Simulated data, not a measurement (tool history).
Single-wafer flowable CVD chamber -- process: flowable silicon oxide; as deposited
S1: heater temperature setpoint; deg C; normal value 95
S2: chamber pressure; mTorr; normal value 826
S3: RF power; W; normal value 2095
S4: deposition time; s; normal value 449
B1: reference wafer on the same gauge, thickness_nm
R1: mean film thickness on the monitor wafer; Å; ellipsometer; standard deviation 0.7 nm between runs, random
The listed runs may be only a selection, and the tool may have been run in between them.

run     day  S1   S2    S3   S4       B1       R1
  1       0  95  826  2095  449   381.84  3477.18
  2    2.35  95  826  2095  449  381.869  3468.51
  3   3.667  95  826  2095  449  382.195  3489.33
  4   5.971  95  826  2095  449  382.249  3487.59
  5     7.7  95  826  2095  449  381.739  3496.83
  6  11.725  95  826  2095  449  382.019  3503.63
     14.529  -- gauge calibrated
       14.9  -- thermocouple changed; heater temperature recalibrated
  7  14.921  95  881  2095  449  382.122  3742.68
  8  17.071  95  881  2095  449  382.049  3744.11
     18.492  -- showerhead replaced
  9  19.388  95  905  2295  449  382.117  3907.82
 10  21.321  95  826  2295  406  382.182  3234.51
     23.658  -- RF generator calibrated
 11  24.004  95  756  1800  479   381.67  3340.62
     25.892  -- capacitance manometer re-zeroed and calibrated
 12  26.854  82  646  2420  491   381.89  4680.68
 13  28.042  95  826  2095  449  382.036   3369.9
 14  30.921  95  826  1895  449  382.305  3318.34
 15  32.938  95  689  2095  449  382.157  2816.23
 16  35.062  95  826  2295  406  381.821   3110.8
 17  36.729  95  826  2095  524   381.84  3976.07
 18  38.942  95  826  1735  449  381.948   3247.5
 19  39.971  85  708  1775  514  381.883  4599.57

Predict each of these 4 candidate next runs independently; none follows another, all start after run 19:
  A  39.992  95  631  2095  449   ?   ?
  B  39.992  95  826  2095  504   ?   ?
  C  39.992  95  826  2320  449   ?   ?
  D  39.992  95  826  2095  513   ?   ?

run       B1       R1
  A  381.895  2591.35
  B  381.895  3811.47
  C  381.895  3453.81
  D  381.895  3879.53
Without the tool's hidden state the same runs would have given:
run       R1
  A  2561.41
  B  3770.12
  C  3416.34
  D  3837.44
